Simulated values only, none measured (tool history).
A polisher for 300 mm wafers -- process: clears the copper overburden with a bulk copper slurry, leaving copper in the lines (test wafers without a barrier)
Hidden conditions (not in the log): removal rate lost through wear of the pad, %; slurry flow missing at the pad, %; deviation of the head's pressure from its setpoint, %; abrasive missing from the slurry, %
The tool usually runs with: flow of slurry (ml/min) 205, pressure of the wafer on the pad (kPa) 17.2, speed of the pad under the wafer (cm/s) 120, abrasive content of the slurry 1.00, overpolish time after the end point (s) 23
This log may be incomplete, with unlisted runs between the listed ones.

run	hour	flow of slurry (ml/min)	pressure of the wafer on the pad (kPa)	speed of the pad under the wafer (cm/s)	abrasive content of the slurry	overpolish time after the end point (s)	wafers since the last listed run	wafers polished on this pad	hours since the slurry nozzle was cleaned	hours since the head pressure was calibrated	hours since the slurry blender was calibrated	incoming thickness of the incoming film, nm	time until the end point was called (s)
1	0.0	205	17.2	120	1.20	23	0	777	621.1	449.4	24.0	889.0	114.3
2	16.7	205	17.2	120	1.20	23	190	967	637.8	466.1	40.7	897.4	117.9
3	42.1	205	17.2	120	1.00	23	289	1256	663.2	491.5	66.1	896.0	121.0
4	65.8	205	17.2	120	1.00	23	269	1526	686.9	515.2	89.8	885.3	121.0
5	96.3	205	17.2	120	1.00	23	347	1873	717.4	545.7	120.3	891.2	122.3
# hour 111.1: head pressure recalibrated
6	116.3	205	17.2	120	1.00	23	204	2078	737.4	5.2	140.3	883.3	122.7
7	133.7	205	17.2	120	1.00	23	198	2276	754.8	22.6	157.7	892.9	124.1
# hour 149.7: worn pad replaced by a new one, repeated, since the last time left the tool worse
8	197.6	205	17.2	120	1.00	23	681	545	818.7	86.5	221.6	882.9	104.0
9	215.3	230	17.2	144	1.00	31	201	747	836.4	104.2	239.3	881.2	89.8
10	232.5	160	20.0	120	1.00	23	195	942	853.6	121.4	256.5	886.2	98.7
11	249.0	205	17.2	148	1.00	23	187	1130	870.1	137.9	273.0	882.7	89.0
# hour 270.1: slurry nozzle cleaned
12	271.4	150	12.4	84	1.00	23	243	1374	1.3	160.3	295.4	883.2	186.5
13	284.2	205	17.2	120	1.00	12	145	1519	14.1	173.1	308.2	889.7	112.5
14	303.5	205	17.2	94	1.00	23	219	1739	33.4	192.4	327.5	906.2	136.1
15	322.3	205	17.2	120	1.00	23	213	1953	52.2	211.2	346.3	899.5	110.1
# hour 340.0: slurry blender recalibrated
16	347.7	205	21.4	120	1.00	23	266	2219	77.6	236.6	7.7	885.5	94.5
# hour 362.4: worn pad replaced by a new one
17	377.7	205	17.2	120	1.00	23	295	174	107.6	266.6	37.7	909.9	106.2
18	395.6	225	17.2	120	1.00	23	203	378	125.5	284.5	55.6	905.1	103.9
19	428.4	205	17.2	120	1.00	23	373	751	158.3	317.3	88.4	890.3	104.3
20	444.0	205	17.2	120	1.00	23	177	929	173.9	332.9	104.0	896.0	107.7
21	461.6	205	17.2	120	1.25	23	200	1129	191.5	350.5	121.6	897.6	104.0
22	484.0	205	13.8	120	1.15	23	254	1384	213.9	372.9	144.0	877.6	122.9
23	503.3	205	17.2	120	1.00	23	219	1604	233.2	392.2	163.3	878.5	107.5
24	517.2	205	21.4	106	1.00	23	158	1762	247.1	406.1	177.2	899.9	106.1
25	549.0	170	17.2	120	1.00	36	361	2124	278.9	437.9	209.0	885.6	114.5
# hour 570.2: worn pad replaced by a new one
26	580.5	205	12.4	140	0.90	32	312	117	310.4	469.4	240.5	880.3	113.8
27	614.6	135	17.2	84	1.00	23	388	505	344.5	503.5	274.6	886.7	148.5

Predict each of these 5 candidate next runs independently; none follows another, all start after run 27:
A	615.0	205	13.1	120	1.00	23	4	509	344.9	503.9	275.0	905.4	?
B	615.0	205	21.4	120	0.85	23	4	509	344.9	503.9	275.0	905.4	?
C	615.0	205	17.2	120	0.80	23	4	509	344.9	503.9	275.0	905.4	?
D	615.0	205	21.4	120	0.75	14	4	509	344.9	503.9	275.0	905.4	?
E	615.0	205	22.8	120	1.00	13	4	509	344.9	503.9	275.0	905.4	?

run	time until the end point was called (s)
A	130.8
B	95.6
C	113.3
D	97.9
E	88.4
Without the tool's unlogged condition, the same runs would have read:
run	time until the end point was called (s)
A	129.1
B	94.4
C	111.7
D	96.6
E	87.2

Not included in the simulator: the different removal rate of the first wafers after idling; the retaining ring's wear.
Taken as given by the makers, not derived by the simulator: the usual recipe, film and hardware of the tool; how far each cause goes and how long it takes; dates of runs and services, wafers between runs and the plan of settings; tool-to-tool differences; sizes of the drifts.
